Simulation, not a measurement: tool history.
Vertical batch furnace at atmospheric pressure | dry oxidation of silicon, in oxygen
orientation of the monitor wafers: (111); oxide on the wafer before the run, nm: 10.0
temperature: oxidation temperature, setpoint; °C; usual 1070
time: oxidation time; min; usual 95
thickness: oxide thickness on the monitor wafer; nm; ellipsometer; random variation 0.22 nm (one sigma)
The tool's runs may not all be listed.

run	day	temperature	time	wafers since the last listed run	hours since the last temperature calibration	hours since the boat lift was adjusted	hours since the gauge calibration	read-back reference wafer on the same gauge, thickness	thickness
1	0	1082	95	0	4080.1	1797.7	80.6	137.83	158.51
2	0.771	1082	95	225	4098.6	1816.2	99.1	137.91	158.72
3	1.55	1057	110.5	228	4117.3	1834.9	117.8	137.93	150.44
4	2.612	1070	73.5	311	4142.8	1860.4	143.3	138.06	126.61
5	3.612	1070	73.5	292	4166.8	1884.4	167.3	138.14	127.04
# day 4.671: thermocouples replaced and temperature profile calibrated
6	4.692	1086	74.5	23	0.5	1910.3	193.2	138.18	141.26
7	4.942	1086	74.5	73	6.5	1916.3	199.2	138.15	141.42
# day 4.975: gauge calibrated
8	5.196	1086	74.5	74	12.6	1922.4	5.3	136.97	139.82
9	6.183	1070	95	289	36.3	1946.1	29	137.34	147.05
# day 7.829: boat lift adjusted
10	7.85	1070	95	195	76.3	0.5	69	137.7	147.6
11	8.1	1078	48	73	82.3	6.5	75	137.8	102.58
12	8.708	1079	95	178	96.9	21.1	89.6	137.84	155.51

Run 13 comes next. What will it give?
13	9.371	1055	95	194	112.8	37	105.5	?	?

read-back reference wafer on the same gauge, thickness: 137.92
thickness: 135.48 nm
Without the tool's hidden state the same run would have given thickness 134.59 nm.
